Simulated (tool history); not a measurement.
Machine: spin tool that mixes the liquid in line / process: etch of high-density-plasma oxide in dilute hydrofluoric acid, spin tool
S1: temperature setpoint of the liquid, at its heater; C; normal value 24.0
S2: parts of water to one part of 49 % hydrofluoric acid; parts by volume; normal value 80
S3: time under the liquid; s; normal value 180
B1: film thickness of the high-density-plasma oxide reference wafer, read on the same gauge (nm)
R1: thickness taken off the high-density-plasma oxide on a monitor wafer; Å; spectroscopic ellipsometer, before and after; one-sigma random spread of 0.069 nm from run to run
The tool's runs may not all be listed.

run,day,S1,S2,S3,B1,R1
1,0.000,24.0,80,180,70.01,127.0
2,2.029,24.0,80,180,70.01,126.3
3,5.367,24.0,80,180,69.98,126.9
4,8.067,24.0,80,180,69.98,127.0
5,15.129,24.0,80,180,70.03,128.2
6,16.875,24.0,80,180,69.97,127.6
# day 18.954: thermometer replaced
7,21.358,24.0,80,180,69.97,126.9
8,23.600,24.0,80,180,70.01,127.9
9,25.367,24.0,80,180,70.01,127.7
10,27.012,27.5,80,105,70.01,86.8
# day 30.471: hydrofluoric acid flow meter replaced
11,31.262,26.5,80,120,70.01,90.7
# day 32.896: gauge calibrated
12,34.588,28.5,100,180,69.98,114.5
13,36.129,24.0,110,180,70.00,86.0
14,40.533,24.0,80,180,69.99,122.7
15,42.221,24.0,40,245,70.01,354.1

Run 16 has not been measured yet. What should we expect?
16,45.854,22.5,115,260,?,?

B1: 69.99
R1: 112.4 Å
On a tool with no hidden condition, and with the same random variation, this run would have come out at R1 110.4 Å.
